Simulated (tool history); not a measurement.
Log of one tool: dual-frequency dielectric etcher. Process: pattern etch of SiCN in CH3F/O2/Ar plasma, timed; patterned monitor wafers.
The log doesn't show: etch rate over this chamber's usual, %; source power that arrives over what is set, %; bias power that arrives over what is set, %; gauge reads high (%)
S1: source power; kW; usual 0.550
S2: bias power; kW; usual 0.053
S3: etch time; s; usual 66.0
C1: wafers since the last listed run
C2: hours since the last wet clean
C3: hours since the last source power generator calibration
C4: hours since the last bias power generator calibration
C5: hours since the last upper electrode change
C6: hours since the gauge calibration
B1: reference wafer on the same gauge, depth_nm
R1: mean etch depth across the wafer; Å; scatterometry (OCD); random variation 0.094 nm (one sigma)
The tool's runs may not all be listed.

run 1 hour=0.0 | S1=0.550 S2=0.053 S3=66.0 | C1=0 C2=86.4 C3=3532.2 C4=1174.6 C5=3357.4 C6=401.0 | B1=26.01 | R1=228.0
run 2 hour=12.3 | S1=0.550 S2=0.053 S3=66.0 | C1=196 C2=98.7 C3=3544.5 C4=1186.9 C5=3369.7 C6=413.3 | B1=26.01 | R1=226.6
run 3 hour=43.0 | S1=0.550 S2=0.053 S3=66.0 | C1=490 C2=129.4 C3=3575.2 C4=1217.6 C5=3400.4 C6=444.0 | B1=25.97 | R1=226.6
run 4 hour=59.8 | S1=0.550 S2=0.053 S3=66.0 | C1=268 C2=146.2 C3=3592.0 C4=1234.4 C5=3417.2 C6=460.8 | B1=25.94 | R1=224.5
run 5 hour=87.7 | S1=0.550 S2=0.053 S3=66.0 | C1=445 C2=174.1 C3=3619.9 C4=1262.3 C5=3445.1 C6=488.7 | B1=26.00 | R1=223.3
run 6 hour=118.1 | S1=0.550 S2=0.053 S3=66.0 | C1=485 C2=204.5 C3=3650.3 C4=1292.7 C5=3475.5 C6=519.1 | B1=25.99 | R1=224.2
run 7 hour=137.3 | S1=0.550 S2=0.053 S3=66.0 | C1=306 C2=223.7 C3=3669.5 C4=1311.9 C5=3494.7 C6=538.3 | B1=26.02 | R1=222.0
run 8 hour=171.4 | S1=0.550 S2=0.053 S3=66.0 | C1=544 C2=257.8 C3=3703.6 C4=1346.0 C5=3528.8 C6=572.4 | B1=25.98 | R1=221.1
run 9 hour=190.3 | S1=0.550 S2=0.043 S3=77.0 | C1=301 C2=276.7 C3=3722.5 C4=1364.9 C5=3547.7 C6=591.3 | B1=26.02 | R1=239.7
run 10 hour=223.8 | S1=0.550 S2=0.043 S3=77.0 | C1=535 C2=310.2 C3=3756.0 C4=1398.4 C5=3581.2 C6=624.8 | B1=26.03 | R1=241.1
run 11 hour=237.0 | S1=0.640 S2=0.053 S3=66.0 | C1=210 C2=323.4 C3=3769.2 C4=1411.6 C5=3594.4 C6=638.0 | B1=25.95 | R1=234.3
-- hour=241.6 source power generator calibrated
run 12 hour=272.6 | S1=0.640 S2=0.053 S3=66.0 | C1=504 C2=359.0 C3=31.0 C4=1447.2 C5=3630.0 C6=673.6 | B1=25.98 | R1=234.4
-- hour=345.8 wet clean of the chamber
-- hour=352.2 upper electrode replaced
run 13 hour=352.7 | S1=0.620 S2=0.053 S3=66.0 | C1=793 C2=6.9 C3=111.1 C4=1527.3 C5=0.5 C6=753.7 | B1=26.02 | R1=237.8
run 14 hour=366.2 | S1=0.550 S2=0.053 S3=60.0 | C1=215 C2=20.4 C3=124.6 C4=1540.8 C5=14.0 C6=767.2 | B1=26.02 | R1=205.6
run 15 hour=393.7 | S1=0.480 S2=0.045 S3=48.5 | C1=439 C2=47.9 C3=152.1 C4=1568.3 C5=41.5 C6=794.7 | B1=25.99 | R1=147.8
-- hour=406.8 gauge calibrated
run 16 hour=408.2 | S1=0.630 S2=0.065 S3=50.5 | C1=231 C2=62.4 C3=166.6 C4=1582.8 C5=56.0 C6=1.4 | B1=26.02 | R1=197.0
run 17 hour=428.9 | S1=0.550 S2=0.053 S3=66.0 | C1=330 C2=83.1 C3=187.3 C4=1603.5 C5=76.7 C6=22.1 | B1=25.99 | R1=224.8
run 18 hour=461.0 | S1=0.660 S2=0.048 S3=66.0 | C1=512 C2=115.2 C3=219.4 C4=1635.6 C5=108.8 C6=54.2 | B1=26.04 | R1=233.2
run 19 hour=485.3 | S1=0.600 S2=0.053 S3=60.0 | C1=388 C2=139.5 C3=243.7 C4=1659.9 C5=133.1 C6=78.5 | B1=26.00 | R1=209.6
-- hour=498.8 bias power generator calibrated
run 20 hour=503.2 | S1=0.630 S2=0.043 S3=66.0 | C1=222 C2=157.4 C3=261.6 C4=4.4 C5=151.0 C6=96.4 | B1=26.01 | R1=218.7
run 21 hour=533.3 | S1=0.550 S2=0.060 S3=84.0 | C1=480 C2=187.5 C3=291.7 C4=34.5 C5=181.1 C6=126.5 | B1=26.01 | R1=294.1
run 22 hour=557.5 | S1=0.550 S2=0.062 S3=52.5 | C1=386 C2=211.7 C3=315.9 C4=58.7 C5=205.3 C6=150.7 | B1=25.99 | R1=183.9
run 23 hour=645.0 | S1=0.600 S2=0.053 S3=66.0 | C1=1397 C2=299.2 C3=403.4 C4=146.2 C5=292.8 C6=238.2 | B1=26.01 | R1=224.9
run 24 hour=672.9 | S1=0.490 S2=0.043 S3=54.5 | C1=445 C2=327.1 C3=431.3 C4=174.1 C5=320.7 C6=266.1 | B1=26.05 | R1=160.3
run 25 hour=703.3 | S1=0.660 S2=0.058 S3=78.0 | C1=485 C2=357.5 C3=461.7 C4=204.5 C5=351.1 C6=296.5 | B1=26.05 | R1=283.9
run 26 hour=733.0 | S1=0.490 S2=0.053 S3=66.0 | C1=474 C2=387.2 C3=491.4 C4=234.2 C5=380.8 C6=326.2 | B1=26.04 | R1=206.3
run 27 hour=759.4 | S1=0.550 S2=0.053 S3=66.0 | C1=421 C2=413.6 C3=517.8 C4=260.6 C5=407.2 C6=352.6 | B1=26.02 | R1=214.9

5 ways to go on from here, each from the tool as it stands after run 27. What would each give?
run A hour=759.8 | S1=0.550 S2=0.053 S3=66.0 | C1=6 C2=414.0 C3=518.2 C4=261.0 C5=407.6 C6=353.0 | B1=? | R1=?
run B hour=759.8 | S1=0.430 S2=0.050 S3=66.0 | C1=6 C2=414.0 C3=518.2 C4=261.0 C5=407.6 C6=353.0 | B1=? | R1=?
run C hour=759.8 | S1=0.680 S2=0.043 S3=66.0 | C1=6 C2=414.0 C3=518.2 C4=261.0 C5=407.6 C6=353.0 | B1=? | R1=?
run D hour=759.8 | S1=0.680 S2=0.065 S3=66.0 | C1=6 C2=414.0 C3=518.2 C4=261.0 C5=407.6 C6=353.0 | B1=? | R1=?
run E hour=759.8 | S1=0.680 S2=0.053 S3=66.0 | C1=6 C2=414.0 C3=518.2 C4=261.0 C5=407.6 C6=353.0 | B1=? | R1=?

run=A B1=26.02 R1=214.9
run=B B1=26.02 R1=190.6
run=C B1=26.02 R1=218.5
run=D B1=26.02 R1=251.2
run=E B1=26.02 R1=234.1
Without the tool's hidden state the same runs would have given:
run=A R1=227.1
run=B R1=201.5
run=C R1=231.0
run=D R1=265.5
run=E R1=247.4
